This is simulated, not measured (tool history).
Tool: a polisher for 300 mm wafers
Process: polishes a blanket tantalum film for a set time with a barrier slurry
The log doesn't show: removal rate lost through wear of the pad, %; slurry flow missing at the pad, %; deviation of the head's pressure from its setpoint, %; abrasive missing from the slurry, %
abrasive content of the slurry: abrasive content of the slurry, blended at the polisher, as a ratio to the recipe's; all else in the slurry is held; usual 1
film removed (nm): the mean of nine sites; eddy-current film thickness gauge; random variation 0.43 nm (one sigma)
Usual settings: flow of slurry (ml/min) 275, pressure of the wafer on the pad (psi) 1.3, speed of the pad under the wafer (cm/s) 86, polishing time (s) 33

run     day  flow of slurry (ml/min)  pressure of the wafer on the pad (psi)  speed of the pad under the wafer (cm/s)  abrasive content of the slurry  polishing time (s)  wafers since the last listed run  wafers polished on this pad  hours since the slurry nozzle was cleaned  hours since the head pressure was calibrated  hours since the slurry blender was calibrated  incoming thickness of the incoming film, nm  film removed (nm)
  1       0                      275                                     1.3                                       86                               1                  33                                 0                         3890                                       20.4                                         142.5                                          322.6                                          429               28.1
       0.25  -- worn pad replaced by a new one
  2   3.554                      275                                     1.3                                       86                               1                  33                               944                          921                                      105.7                                         227.8                                          407.9                                        430.8               29.9
      5.588  -- slurry blender recalibrated
  3   5.971                      275                                     1.3                                       86                               1                  33                               650                         1572                                      163.7                                         285.8                                            9.2                                        423.4               30.2
  4   7.654                      275                                     1.3                                       86                               1                  33                               469                         2041                                      204.1                                         326.2                                           49.6                                        425.6               29.5
  5  10.992                      275                                     1.3                                       86                               1                  33                               930                         2972                                      284.2                                         406.3                                          129.7                                          435               29.2
  6  12.521                      275                                     1.3                                       86                               1                  33                               426                         3398                                      320.9                                           443                                          166.4                                        429.6               28.7
     16.029  -- slurry nozzle cleaned
  7  16.829                      275                                     1.3                                       86                               1                  33                              1189                         4588                                       19.2                                         546.4                                          269.8                                        430.6               27.2
      18.45  -- worn pad replaced by a new one
  8  18.471                      275                                     1.3                                       86                               1                  39                               411                            5                                       58.6                                         585.8                                          309.2                                        430.3               35.2
  9  20.492                      275                                     1.3                                       86                               1                  39                               563                          569                                      107.1                                         634.3                                          357.7                                        428.1               35.4
 10  23.075                      275                                     1.3                                       86                               1                  39                               720                         1289                                      169.1                                         696.3                                          419.7                                          430               35.7
     24.308  -- slurry blender recalibrated
     25.442  -- head pressure recalibrated
 11  32.896                      275                                     1.3                                       86                               1                  33                              2691                         3981                                      404.8                                         178.9                                          206.1                                        428.3               28.4
     33.667  -- slurry nozzle cleaned
 12  35.471                      275                                     1.3                                       86                               1                  33                               706                         4687                                       43.3                                         240.7                                          267.9                                        437.8               27.1
     36.642  -- worn pad replaced by a new one
 13  39.654                      275                                     1.3                                       86                               1                  33                              1119                          839                                      143.7                                         341.1                                          368.3                                        429.8               30.3
 14    41.2                      275                                     1.8                                       96                               1                  33                               431                         1270                                      180.8                                         378.2                                          405.4                                        434.4                 42
 15  44.196                      275                                     1.3                                       76                               1                  33                               835                         2105                                      252.7                                         450.1                                          477.3                                        431.2               26.7
     44.808  -- slurry blender recalibrated
 16  48.575                      275                                     1.3                                       74                             1.2                  33                              1197                         3303                                      357.8                                         555.2                                           90.4                                        431.8               26.7
     51.054  -- worn pad replaced by a new one
 17  51.729                      305                                     1.3                                       62                             0.9                  26                               832                          188                                      433.5                                         630.9                                          166.1                                        430.8               16.9
     52.429  -- slurry nozzle cleaned
 18  53.612                      275                                     1.3                                       86                               1                  33                               513                          702                                       28.4                                         676.1                                          211.3                                        431.2               30.3
     54.267  -- head pressure recalibrated
 19  57.221                      275                                     1.3                                      114                             0.8                  33                               982                         1684                                        115                                          70.9                                          297.9                                        425.9               36.6
 20  61.029                      185                                     1.3                                       68                            1.15                  33                              1061                         2746                                      206.4                                         162.3                                          389.3                                        437.4               23.5
 21  63.642                      275                                     1.3                                       86                               1                  22                               728                         3475                                      269.1                                           225                                            452                                        426.8               19.2
     64.717  -- slurry blender recalibrated
 22  67.775                      275                                     1.3                                       86                               1                  33                              1129                         4604                                      368.3                                         324.2                                           73.4                                          431                 28
      69.35  -- worn pad replaced by a new one
     69.517  -- slurry nozzle cleaned
 23  69.908                      275                                     1.3                                       86                               1                  33                               536                          144                                        9.4                                         375.4                                          124.6                                        433.8               31.7
 24  71.458                      275                                     1.3                                       86                               1                  22                               432                          576                                       46.6                                         412.6                                          161.8                                          437               20.5
 25  75.379                      275                                     1.3                                      102                            0.85                  29                              1093                         1669                                      140.7                                         506.7                                          255.9                                          433               29.7
 26  79.221                      275                                     0.8                                       86                               1                  33                              1071                         2741                                      232.9                                         598.9                                          348.1                                        430.5               21.9
 27  81.067                      275                                     1.3                                       74                               1                  33                               514                         3255                                      277.2                                         643.2                                          392.4                                        435.3               25.2

5 ways to go on from here, each from the tool as it stands after run 27. What would each give?
  A  81.083                      275                                     1.3                                       86                               1                  33                                 4                         3260                                      277.6                                         643.6                                          392.8                                        430.8                  ?
  B  81.083                      275                                     1.3                                       86                            0.85                  33                                 4                         3260                                      277.6                                         643.6                                          392.8                                        430.8                  ?
  C  81.083                      275                                     1.3                                       98                            0.75                  39                                 4                         3260                                      277.6                                         643.6                                          392.8                                        430.8                  ?
  D  81.083                      320                                     1.7                                       58                               1                  33                                 4                         3260                                      277.6                                         643.6                                          392.8                                        430.8                  ?
  E  81.083                      275                                     0.9                                       98                             0.9                  33                                 4                         3260                                      277.6                                         643.6                                          392.8                                        430.8                  ?

run  film removed (nm)
  A               29.2
  B               27.5
  C               35.1
  D               24.3
  E               24.9
Without the tool's hidden state the same runs would have given:
run  film removed (nm)
  A               30.8
  B                 29
  C               37.1
  D               25.7
  E               26.3
